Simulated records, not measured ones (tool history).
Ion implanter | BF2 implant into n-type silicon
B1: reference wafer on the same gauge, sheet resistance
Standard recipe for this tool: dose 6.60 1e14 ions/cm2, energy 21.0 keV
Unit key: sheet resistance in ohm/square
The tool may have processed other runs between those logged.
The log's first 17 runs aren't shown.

run 18 hour=430.1 | dose=7.07 energy=24.5 | B1=212.55 | sheet_resistance=183.18
run 19 hour=443.9 | dose=7.56 energy=28.0 | B1=213.04 | sheet_resistance=171.58
run 20 hour=459.9 | dose=6.60 energy=24.5 | B1=213.12 | sheet_resistance=194.16
-- hour=491.7 Faraday cup replaced and dose calibrated
-- hour=494.7 extraction supply calibrated
run 21 hour=495.2 | dose=5.48 energy=28.5 | B1=212.98 | sheet_resistance=243.49
run 22 hour=516.3 | dose=5.80 energy=24.0 | B1=212.71 | sheet_resistance=235.79
run 23 hour=548.3 | dose=5.26 energy=14.0 | B1=212.99 | sheet_resistance=269.89
run 24 hour=568.4 | dose=5.01 energy=25.0 | B1=212.96 | sheet_resistance=265.17
-- hour=569.4 gauge calibrated
run 25 hour=584.6 | dose=8.57 energy=21.0 | B1=213.29 | sheet_resistance=175.30
-- hour=613.1 Faraday cup replaced and dose calibrated, repeated, since the last time left the tool worse
run 26 hour=613.6 | dose=5.80 energy=24.0 | B1=213.05 | sheet_resistance=223.50
run 27 hour=622.6 | dose=5.80 energy=24.0 | B1=213.00 | sheet_resistance=223.03
run 28 hour=634.7 | dose=6.10 energy=21.0 | B1=212.91 | sheet_resistance=217.64
run 29 hour=649.8 | dose=7.98 energy=17.0 | B1=212.99 | sheet_resistance=183.78
run 30 hour=662.7 | dose=6.60 energy=17.0 | B1=212.88 | sheet_resistance=210.80
run 31 hour=677.5 | dose=6.60 energy=14.0 | B1=213.04 | sheet_resistance=216.82
run 32 hour=704.2 | dose=6.60 energy=26.0 | B1=212.99 | sheet_resistance=196.77
run 33 hour=729.6 | dose=6.60 energy=21.0 | B1=212.93 | sheet_resistance=204.52
run 34 hour=761.5 | dose=5.54 energy=21.0 | B1=213.25 | sheet_resistance=233.78
run 35 hour=784.0 | dose=6.60 energy=21.0 | B1=212.79 | sheet_resistance=203.37

Run 36 has not been measured yet. What should we expect?
run 36 hour=814.8 | dose=8.34 energy=21.0 | B1=? | sheet_resistance=?

Logged for run 36: B1 213.07, sheet resistance 171.20 ohm/square.
With no hidden state in the tool, this same run would have given sheet resistance 171.32 ohm/square.
